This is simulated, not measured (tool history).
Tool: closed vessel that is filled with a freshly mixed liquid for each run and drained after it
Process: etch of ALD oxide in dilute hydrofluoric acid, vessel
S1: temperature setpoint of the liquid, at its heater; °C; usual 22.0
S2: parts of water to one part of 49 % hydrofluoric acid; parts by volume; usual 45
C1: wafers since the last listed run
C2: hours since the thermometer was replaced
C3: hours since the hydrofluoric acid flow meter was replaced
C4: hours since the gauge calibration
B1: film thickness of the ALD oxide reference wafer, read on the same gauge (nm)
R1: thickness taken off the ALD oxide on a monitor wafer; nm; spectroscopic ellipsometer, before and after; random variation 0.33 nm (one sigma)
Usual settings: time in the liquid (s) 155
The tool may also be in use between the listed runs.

{"run": 1, "day": 0.0, "S1": 22.0, "S2": 45, "time in the liquid (s)": 200, "C1": 0, "C2": 1259.8, "C3": 107.9, "C4": 298.1, "B1": 120.0, "R1": 59.84}
{"run": 2, "day": 3.608, "S1": 22.0, "S2": 45, "time in the liquid (s)": 155, "C1": 9785, "C2": 1346.4, "C3": 194.5, "C4": 384.7, "B1": 120.01, "R1": 47.13}
{"run": 3, "day": 6.646, "S1": 22.0, "S2": 45, "time in the liquid (s)": 155, "C1": 8237, "C2": 1419.3, "C3": 267.4, "C4": 457.6, "B1": 119.99, "R1": 46.81}
{"run": 4, "day": 14.412, "S1": 22.0, "S2": 45, "time in the liquid (s)": 155, "C1": 21062, "C2": 1605.7, "C3": 453.8, "C4": 644.0, "B1": 119.99, "R1": 47.69}
{"run": 5, "day": 16.146, "S1": 22.0, "S2": 45, "time in the liquid (s)": 155, "C1": 4700, "C2": 1647.3, "C3": 495.4, "C4": 685.6, "B1": 119.98, "R1": 47.54}
{"run": 6, "day": 17.817, "S1": 25.5, "S2": 45, "time in the liquid (s)": 155, "C1": 4531, "C2": 1687.4, "C3": 535.5, "C4": 725.7, "B1": 119.97, "R1": 55.27}
{"run": 7, "day": 22.225, "S1": 19.0, "S2": 35, "time in the liquid (s)": 155, "C1": 11954, "C2": 1793.2, "C3": 641.3, "C4": 831.5, "B1": 119.98, "R1": 55.05}
{"run": 8, "day": 24.608, "S1": 19.0, "S2": 35, "time in the liquid (s)": 155, "C1": 6463, "C2": 1850.4, "C3": 698.5, "C4": 888.7, "B1": 120.02, "R1": 54.33}
{"day": 26.458, "done": "gauge calibrated"}
{"day": 27.429, "done": "thermometer replaced"}
{"run": 9, "day": 27.45, "S1": 22.0, "S2": 45, "time in the liquid (s)": 155, "C1": 7593, "C2": 0.5, "C3": 766.7, "C4": 23.8, "B1": 119.99, "R1": 47.83}
{"run": 10, "day": 29.329, "S1": 22.0, "S2": 30, "time in the liquid (s)": 155, "C1": 5096, "C2": 45.6, "C3": 811.8, "C4": 68.9, "B1": 119.99, "R1": 73.82}
{"run": 11, "day": 33.675, "S1": 22.0, "S2": 30, "time in the liquid (s)": 155, "C1": 11785, "C2": 149.9, "C3": 916.1, "C4": 173.2, "B1": 119.97, "R1": 73.5}
{"run": 12, "day": 42.3, "S1": 22.0, "S2": 45, "time in the liquid (s)": 155, "C1": 23389, "C2": 356.9, "C3": 1123.1, "C4": 380.2, "B1": 120.0, "R1": 48.53}
{"run": 13, "day": 43.875, "S1": 26.0, "S2": 55, "time in the liquid (s)": 110, "C1": 4271, "C2": 394.7, "C3": 1160.9, "C4": 418.0, "B1": 120.03, "R1": 33.05}
{"run": 14, "day": 46.629, "S1": 22.0, "S2": 50, "time in the liquid (s)": 155, "C1": 7468, "C2": 460.8, "C3": 1227.0, "C4": 484.1, "B1": 120.02, "R1": 43.75}
{"run": 15, "day": 50.175, "S1": 22.0, "S2": 45, "time in the liquid (s)": 110, "C1": 9615, "C2": 545.9, "C3": 1312.1, "C4": 569.2, "B1": 120.01, "R1": 34.64}
{"run": 16, "day": 61.888, "S1": 22.0, "S2": 45, "time in the liquid (s)": 155, "C1": 31762, "C2": 827.0, "C3": 1593.2, "C4": 850.3, "B1": 120.01, "R1": 49.96}
{"run": 17, "day": 64.325, "S1": 23.5, "S2": 65, "time in the liquid (s)": 90, "C1": 6610, "C2": 885.5, "C3": 1651.7, "C4": 908.8, "B1": 120.01, "R1": 21.01}
{"run": 18, "day": 67.612, "S1": 17.5, "S2": 30, "time in the liquid (s)": 155, "C1": 8915, "C2": 964.4, "C3": 1730.6, "C4": 987.7, "B1": 119.97, "R1": 62.59}
{"day": 67.738, "done": "hydrofluoric acid flow meter replaced"}
{"run": 19, "day": 70.292, "S1": 23.5, "S2": 50, "time in the liquid (s)": 155, "C1": 7152, "C2": 1028.7, "C3": 61.3, "C4": 1052.0, "B1": 119.99, "R1": 45.13}
{"day": 70.383, "done": "gauge calibrated"}
{"run": 20, "day": 73.404, "S1": 22.0, "S2": 30, "time in the liquid (s)": 95, "C1": 8440, "C2": 1103.4, "C3": 136.0, "C4": 72.5, "B1": 119.97, "R1": 43.28}
{"run": 21, "day": 77.175, "S1": 17.5, "S2": 55, "time in the liquid (s)": 70, "C1": 10225, "C2": 1193.9, "C3": 226.5, "C4": 163.0, "B1": 120.02, "R1": 13.93}
{"run": 22, "day": 86.471, "S1": 26.0, "S2": 55, "time in the liquid (s)": 110, "C1": 25209, "C2": 1417.0, "C3": 449.6, "C4": 386.1, "B1": 119.99, "R1": 32.43}

Forecast each of these 5 alternatives for the next run:
{"run": "A", "day": 86.5, "S1": 22.0, "S2": 45, "time in the liquid (s)": 155, "C1": 79, "C2": 1417.7, "C3": 450.3, "C4": 386.8, "B1": "?", "R1": "?"}
{"run": "B", "day": 86.5, "S1": 18.5, "S2": 35, "time in the liquid (s)": 190, "C1": 79, "C2": 1417.7, "C3": 450.3, "C4": 386.8, "B1": "?", "R1": "?"}
{"run": "C", "day": 86.5, "S1": 19.0, "S2": 45, "time in the liquid (s)": 155, "C1": 79, "C2": 1417.7, "C3": 450.3, "C4": 386.8, "B1": "?", "R1": "?"}
{"run": "D", "day": 86.5, "S1": 26.0, "S2": 60, "time in the liquid (s)": 220, "C1": 79, "C2": 1417.7, "C3": 450.3, "C4": 386.8, "B1": "?", "R1": "?"}
{"run": "E", "day": 86.5, "S1": 20.0, "S2": 40, "time in the liquid (s)": 80, "C1": 79, "C2": 1417.7, "C3": 450.3, "C4": 386.8, "B1": "?", "R1": "?"}

run=A B1=120.01 R1=47.93
run=B B1=120.01 R1=65.82
run=C B1=120.01 R1=42.19
run=D B1=120.01 R1=59.00
run=E B1=120.01 R1=25.72
Without the tool's hidden state the same runs would have given:
run=A R1=46.43
run=B R1=63.79
run=C R1=40.88
run=D R1=57.11
run=E R1=24.92
